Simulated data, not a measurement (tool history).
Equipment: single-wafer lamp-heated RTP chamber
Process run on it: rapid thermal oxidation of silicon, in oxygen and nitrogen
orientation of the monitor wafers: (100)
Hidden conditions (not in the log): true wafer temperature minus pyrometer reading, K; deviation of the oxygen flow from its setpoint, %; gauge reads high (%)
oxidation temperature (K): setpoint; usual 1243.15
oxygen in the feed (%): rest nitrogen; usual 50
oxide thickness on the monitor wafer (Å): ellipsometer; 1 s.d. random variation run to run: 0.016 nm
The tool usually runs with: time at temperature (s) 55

run,hour,oxidation temperature (K),time at temperature (s),oxygen in the feed (%),wafers since the last listed run,wafers since the last pyrometer calibration,hours since the oxygen flow controller was replaced,hours since the gauge calibration,"read-back reference wafer on the same gauge, thickness",oxide thickness on the monitor wafer (Å)
1,0.0,1257.15,55,50,0,4784,1403.0,877.4,3.907,42.38
2,37.4,1243.15,55,50,498,5282,1440.4,914.8,3.911,38.70
3,98.6,1243.15,55,50,815,6098,1501.6,976.0,3.910,38.83
# hour 107.2: pyrometer window cleaned and pyrometer calibrated
4,168.0,1243.15,55,50,818,810,1571.0,1045.4,3.902,38.74
5,213.9,1243.15,37,62,611,1422,1616.9,1091.3,3.907,35.59
6,250.9,1243.15,55,50,493,1915,1653.9,1128.3,3.907,38.84
7,320.0,1243.15,55,50,921,2836,1723.0,1197.4,3.917,38.67
8,372.5,1243.15,61,34,699,3536,1775.5,1249.9,3.909,36.34
9,406.5,1243.15,61,34,453,3989,1809.5,1283.9,3.909,36.06
# hour 601.8: pyrometer window cleaned and pyrometer calibrated
10,602.3,1243.15,75,50,2503,6,2005.3,1479.7,3.914,43.79
11,759.5,1265.15,55,50,2095,2101,2162.5,1636.9,3.916,44.59
12,819.1,1265.15,55,50,794,2896,2222.1,1696.5,3.908,44.75
# hour 826.8: gauge calibrated
13,997.2,1243.15,55,50,2373,5269,2400.2,170.4,3.909,38.52
# hour 1010.6: pyrometer window cleaned and pyrometer calibrated
14,1069.2,1243.15,55,50,853,780,2472.2,242.4,3.913,38.22
15,1118.0,1243.15,55,50,650,1431,2521.0,291.2,3.911,38.83
16,1185.2,1243.15,55,65,895,2326,2588.2,358.4,3.912,41.78
17,1243.9,1243.15,55,50,782,3109,2646.9,417.1,3.910,38.74
18,1288.5,1226.15,55,32,594,3703,2691.5,461.7,3.914,31.63
# hour 1328.2: oxygen flow controller replaced
19,1328.7,1257.15,55,28,429,4132,0.5,501.9,3.912,36.01
20,1363.7,1226.15,78,41,466,4599,35.5,536.9,3.907,37.48
21,1412.5,1257.15,74,25,650,5249,84.3,585.7,3.911,38.80
22,1445.6,1273.15,64,67,441,5690,117.4,618.8,3.912,55.49
# hour 1484.0: pyrometer window cleaned and pyrometer calibrated
23,1541.4,1229.15,32,68,1170,764,213.2,714.6,3.904,31.83
24,1585.2,1243.15,55,66,583,1348,257.0,758.4,3.914,41.47
25,1632.3,1243.15,55,50,627,1976,304.1,805.5,3.911,38.55
26,1695.3,1243.15,65,79,839,2815,367.1,868.5,3.908,47.94
27,1763.4,1243.15,55,50,907,3723,435.2,936.6,3.912,38.54
28,1825.1,1243.15,44,70,822,4545,496.9,998.3,3.912,39.02
29,1893.8,1228.15,55,75,915,5461,565.6,1067.0,3.912,39.39

Consider 4 possible next runs. They are alternatives, not a sequence: every one starts from the tool as it was left by run 29. What does each give?
A,1894.2,1243.15,55,35,5,5466,566.0,1067.4,?,?
B,1894.2,1261.15,31,41,5,5466,566.0,1067.4,?,?
C,1894.2,1243.15,67,35,5,5466,566.0,1067.4,?,?
D,1894.2,1267.15,64,29,5,5466,566.0,1067.4,?,?

run,"read-back reference wafer on the same gauge, thickness",oxide thickness on the monitor wafer (Å)
A,3.915,34.90
B,3.915,33.06
C,3.915,37.42
D,3.915,40.42
What these runs would have given with no unlogged condition in the tool:
run,oxide thickness on the monitor wafer (Å)
A,34.90
B,33.06
C,37.42
D,40.42
